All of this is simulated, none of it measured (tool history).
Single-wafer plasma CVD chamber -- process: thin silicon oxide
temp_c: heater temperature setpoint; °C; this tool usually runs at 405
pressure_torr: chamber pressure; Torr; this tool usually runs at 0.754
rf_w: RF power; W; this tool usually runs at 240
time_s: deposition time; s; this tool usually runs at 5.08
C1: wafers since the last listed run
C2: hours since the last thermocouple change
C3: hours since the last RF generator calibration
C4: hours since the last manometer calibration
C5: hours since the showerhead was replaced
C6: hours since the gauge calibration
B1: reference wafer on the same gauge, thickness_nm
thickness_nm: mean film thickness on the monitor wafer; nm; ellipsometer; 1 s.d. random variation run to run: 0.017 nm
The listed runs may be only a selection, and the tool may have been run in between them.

run 1 hour=0 | temp_c=402 pressure_torr=0.754 rf_w=240 time_s=5.76 | C1=0 C2=1627.8 C3=1766.5 C4=2192.4 C5=4633 C6=224.4 | B1=7.218 | thickness_nm=9.176
run 2 hour=14.3 | temp_c=405 pressure_torr=0.754 rf_w=240 time_s=5.08 | C1=591 C2=1642.1 C3=1780.8 C4=2206.7 C5=4647.3 C6=238.7 | B1=7.214 | thickness_nm=8.096
run 3 hour=39.7 | temp_c=405 pressure_torr=0.754 rf_w=240 time_s=5.08 | C1=1050 C2=1667.5 C3=1806.2 C4=2232.1 C5=4672.7 C6=264.1 | B1=7.218 | thickness_nm=8.075
run 4 hour=64.2 | temp_c=405 pressure_torr=0.754 rf_w=240 time_s=5.08 | C1=1012 C2=1692 C3=1830.7 C4=2256.6 C5=4697.2 C6=288.6 | B1=7.222 | thickness_nm=8.099
run 5 hour=87.9 | temp_c=405 pressure_torr=0.754 rf_w=240 time_s=5.08 | C1=979 C2=1715.7 C3=1854.4 C4=2280.3 C5=4720.9 C6=312.3 | B1=7.218 | thickness_nm=8.102
run 6 hour=116.5 | temp_c=409 pressure_torr=0.754 rf_w=240 time_s=4.28 | C1=1182 C2=1744.3 C3=1883 C4=2308.9 C5=4749.5 C6=340.9 | B1=7.217 | thickness_nm=6.831
-- hour=127.3 gauge calibrated
run 7 hour=140.6 | temp_c=409 pressure_torr=0.754 rf_w=240 time_s=4.28 | C1=996 C2=1768.4 C3=1907.1 C4=2333 C5=4773.6 C6=13.3 | B1=7.224 | thickness_nm=6.818
run 8 hour=153.8 | temp_c=409 pressure_torr=0.754 rf_w=240 time_s=4.28 | C1=545 C2=1781.6 C3=1920.3 C4=2346.2 C5=4786.8 C6=26.5 | B1=7.218 | thickness_nm=6.831
-- hour=166.7 showerhead replaced
-- hour=180.4 thermocouple changed; heater temperature recalibrated
run 9 hour=180.9 | temp_c=405 pressure_torr=0.839 rf_w=240 time_s=5.08 | C1=458 C2=0.5 C3=1947.4 C4=2373.3 C5=14.2 C6=53.6 | B1=7.228 | thickness_nm=8.858
run 10 hour=193.2 | temp_c=405 pressure_torr=0.839 rf_w=240 time_s=5.08 | C1=508 C2=12.8 C3=1959.7 C4=2385.6 C5=26.5 C6=65.9 | B1=7.221 | thickness_nm=8.928
run 11 hour=209 | temp_c=405 pressure_torr=0.754 rf_w=240 time_s=5.08 | C1=653 C2=28.6 C3=1975.5 C4=2401.4 C5=42.3 C6=81.7 | B1=7.224 | thickness_nm=8.16
run 12 hour=224.3 | temp_c=402 pressure_torr=0.754 rf_w=240 time_s=5.76 | C1=632 C2=43.9 C3=1990.8 C4=2416.7 C5=57.6 C6=97 | B1=7.214 | thickness_nm=9.243
run 13 hour=243.4 | temp_c=398 pressure_torr=0.925 rf_w=210 time_s=5.81 | C1=789 C2=63 C3=2009.9 C4=2435.8 C5=76.7 C6=116.1 | B1=7.226 | thickness_nm=9.907
run 14 hour=261.7 | temp_c=405 pressure_torr=0.754 rf_w=240 time_s=5.08 | C1=756 C2=81.3 C3=2028.2 C4=2454.1 C5=95 C6=134.4 | B1=7.216 | thickness_nm=8.177
-- hour=281.5 RF generator calibrated
run 15 hour=282 | temp_c=405 pressure_torr=0.754 rf_w=265 time_s=5.08 | C1=508 C2=101.6 C3=0.5 C4=2474.4 C5=115.3 C6=154.7 | B1=7.223 | thickness_nm=9.294
-- hour=300.5 capacitance manometer re-zeroed and calibrated
run 16 hour=303.9 | temp_c=400 pressure_torr=0.647 rf_w=195 time_s=5.08 | C1=574 C2=123.5 C3=22.4 C4=3.4 C5=137.2 C6=176.6 | B1=7.217 | thickness_nm=5.938
run 17 hour=339.6 | temp_c=414 pressure_torr=0.754 rf_w=195 time_s=5.08 | C1=1476 C2=159.2 C3=58.1 C4=39.1 C5=172.9 C6=212.3 | B1=7.215 | thickness_nm=6.814
run 18 hour=369.3 | temp_c=401 pressure_torr=0.868 rf_w=210 time_s=4.18 | C1=1227 C2=188.9 C3=87.8 C4=68.8 C5=202.6 C6=242 | B1=7.216 | thickness_nm=6.815
run 19 hour=392.6 | temp_c=418 pressure_torr=0.654 rf_w=240 time_s=5.08 | C1=963 C2=212.2 C3=111.1 C4=92.1 C5=225.9 C6=265.3 | B1=7.217 | thickness_nm=7.003
run 20 hour=407.6 | temp_c=391 pressure_torr=0.601 rf_w=220 time_s=6.01 | C1=620 C2=227.2 C3=126.1 C4=107.1 C5=240.9 C6=280.3 | B1=7.218 | thickness_nm=7.21

What if the next run were any one of these 4? Each begins from the tool's condition after run 20:
run A hour=408 | temp_c=405 pressure_torr=0.754 rf_w=240 time_s=5.08 | C1=16 C2=227.6 C3=126.5 C4=107.5 C5=241.3 C6=280.7 | B1=? | thickness_nm=?
run B hour=408 | temp_c=405 pressure_torr=0.902 rf_w=240 time_s=5.08 | C1=16 C2=227.6 C3=126.5 C4=107.5 C5=241.3 C6=280.7 | B1=? | thickness_nm=?
run C hour=408 | temp_c=405 pressure_torr=0.754 rf_w=285 time_s=5.71 | C1=16 C2=227.6 C3=126.5 C4=107.5 C5=241.3 C6=280.7 | B1=? | thickness_nm=?
run D hour=408 | temp_c=405 pressure_torr=0.611 rf_w=200 time_s=5.08 | C1=16 C2=227.6 C3=126.5 C4=107.5 C5=241.3 C6=280.7 | B1=? | thickness_nm=?

run=A B1=7.209 thickness_nm=8.122
run=B B1=7.209 thickness_nm=9.462
run=C B1=7.209 thickness_nm=10.23
run=D B1=7.209 thickness_nm=5.686
Stripped of hidden state, with their random variation kept, the same runs would have yielded:
run=A thickness_nm=8.252
run=B thickness_nm=9.613
run=C thickness_nm=10.371
run=D thickness_nm=5.785
